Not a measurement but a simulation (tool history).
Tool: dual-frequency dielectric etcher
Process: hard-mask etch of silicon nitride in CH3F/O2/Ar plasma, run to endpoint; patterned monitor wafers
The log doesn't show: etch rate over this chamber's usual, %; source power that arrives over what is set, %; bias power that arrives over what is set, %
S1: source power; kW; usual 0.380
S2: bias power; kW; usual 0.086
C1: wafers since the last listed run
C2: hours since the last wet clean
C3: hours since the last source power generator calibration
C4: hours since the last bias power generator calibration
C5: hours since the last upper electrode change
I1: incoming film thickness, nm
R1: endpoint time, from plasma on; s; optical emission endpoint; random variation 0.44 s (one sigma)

run	day	S1	S2	C1	C2	C3	C4	C5	I1	R1
1	0.000	0.380	0.086	0	342.4	2744.7	4177.2	4847.0	45.58	68.3
2	0.892	0.380	0.086	132	363.8	2766.1	4198.6	4868.4	45.97	68.7
3	1.838	0.420	0.070	140	386.5	2788.8	4221.3	4891.1	45.83	73.1
4	3.129	0.380	0.086	192	417.5	2819.8	4252.3	4922.1	45.79	68.2
5	4.121	0.380	0.098	147	441.3	2843.6	4276.1	4945.9	45.24	63.1
# day 6.062: wet clean of the chamber
6	6.083	0.380	0.086	143	0.5	2890.7	4323.2	4993.0	45.80	69.8
7	6.096	0.380	0.086	1	0.8	2891.0	4323.5	4993.3	45.95	70.2
8	6.425	0.380	0.086	48	8.7	2898.9	4331.4	5001.2	45.66	70.6
# day 6.696: source power generator calibrated
# day 7.912: upper electrode replaced, of another model than before
9	7.933	0.380	0.086	50	44.9	29.7	4367.6	0.5	45.83	69.8
10	8.138	0.330	0.086	30	49.8	34.6	4372.5	5.4	45.71	73.1
11	8.804	0.380	0.086	99	65.8	50.6	4388.5	21.4	46.08	71.2
12	9.408	0.450	0.070	89	80.3	65.1	4403.0	35.9	46.42	79.7

Forecast run 13:
13	10.367	0.380	0.101	142	103.3	88.1	4426.0	58.9	44.98	?

R1: 61.4 s
Without the tool's hidden state the same run would have given R1 61.7 s.
